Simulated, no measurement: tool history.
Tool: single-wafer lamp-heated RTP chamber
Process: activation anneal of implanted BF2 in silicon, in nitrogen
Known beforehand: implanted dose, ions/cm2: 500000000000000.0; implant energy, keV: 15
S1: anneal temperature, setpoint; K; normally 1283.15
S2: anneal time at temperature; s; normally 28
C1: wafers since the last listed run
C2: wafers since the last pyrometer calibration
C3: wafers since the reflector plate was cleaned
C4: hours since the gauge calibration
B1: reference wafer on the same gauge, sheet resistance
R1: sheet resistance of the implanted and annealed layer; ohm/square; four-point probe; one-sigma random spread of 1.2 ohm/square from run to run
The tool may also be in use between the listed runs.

run     day       S1  S2   C1    C2    C3     C4      B1      R1
  1       0  1283.15  28    0   893  1795   24.8  324.04  270.56
  2   1.238  1283.15  28  267  1160  2062   54.5   323.8  269.87
  3   2.167  1283.15  28  200  1361  2263   76.8  323.73   270.4
  4   3.125  1283.15  28  206  1567  2470   99.8  323.64  269.67
  5   4.192  1283.15  28  230  1798  2700  125.4  323.99  270.28
  6   4.796  1272.15  28  130  1928  2830  139.9  324.16  276.01
  7   5.454  1304.15  20  142  2070  2972  155.7  323.76  259.96
          7  -- reflector plate cleaned
  8   7.021  1296.15  44  266  2336     4  193.3  324.16  251.81
  9   7.567  1283.15  28  117  2454   122  206.4  324.13  268.85
 10   8.454  1300.15  19  191  2646   313  227.7     324  261.84
 11   9.108  1268.15  44  141  2787   455  243.4  323.81  269.17
      9.988  -- pyrometer window cleaned and pyrometer calibrated
 12  10.008  1291.15  42  122     4   577    265  323.74   258.7
 13  10.483  1308.15  34  102   106   679  276.4   324.4  252.38
     10.996  -- gauge calibrated
 14  12.312  1262.15  22  394   501  1074   31.6  324.05   291.4
 15  13.762  1283.15  28  313   814  1387   66.4  323.77  271.86

5 ways to go on from here, each from the tool as it stands after run 15. What would each give?
  A  13.779  1283.15  21   3  818  1391  66.8   ?   ?
  B  13.779  1271.15  20   3  818  1391  66.8   ?   ?
  C  13.779  1263.15  21   3  818  1391  66.8   ?   ?
  D  13.779  1258.15  19   3  818  1391  66.8   ?   ?
  E  13.779  1255.15  13   3  818  1391  66.8   ?   ?

run      B1      R1
  A  324.02  277.89
  B  324.02  286.58
  C  324.02  292.72
  D  324.02  300.32
  E  324.02  313.13
Without the tool's unlogged condition, the same runs would have read:
run      R1
  A  278.54
  B  287.42
  C  293.81
  D  301.69
  E   314.8
